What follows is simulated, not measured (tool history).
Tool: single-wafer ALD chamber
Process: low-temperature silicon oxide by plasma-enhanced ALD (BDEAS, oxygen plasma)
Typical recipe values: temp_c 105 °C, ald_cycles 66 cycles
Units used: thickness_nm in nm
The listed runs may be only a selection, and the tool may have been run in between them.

run	hour	temp_c	ald_cycles	read-back reference wafer on the same gauge, thickness_nm	thickness_nm
1	0	93	66	10.966	10.095
2	100.8	93	66	10.971	10.089
3	181.6	93	66	10.968	10.152
4	277.4	105	66	10.976	9.654
5	315.5	102	73	10.971	10.775
6	373.5	105	66	10.964	9.664
7	452.3	105	66	10.974	9.702
8	514	105	66	10.958	9.698
9	577	105	66	10.981	9.699
10	633.2	105	66	10.973	9.702
# hour 710.2: thermocouple changed; heater temperature recalibrated
11	714.8	105	59	10.975	8.672
12	766.7	105	59	10.971	8.625
13	857	105	66	10.982	9.704
14	943.3	105	66	10.963	9.727
15	1038.8	105	66	10.975	9.67
16	1116.7	105	72	10.973	10.544
17	1189.4	105	66	10.975	9.702
18	1257.1	98	70	10.973	10.578
19	1304.4	98	70	10.979	10.536
20	1359.9	105	66	10.968	9.677
21	1401.1	105	66	10.955	9.674
# hour 1433.7: gauge calibrated
22	1474.2	98	70	10.963	10.403
23	1517.6	99	66	10.963	9.884

Run 24 is up next; what results do you expect?
24	1559.4	110	66	?	?

read-back reference wafer on the same gauge, thickness_nm: 10.951
thickness_nm: 9.683 nm
On a tool with no hidden condition, and with the same random variation, this run would have come out at thickness_nm 9.683 nm.
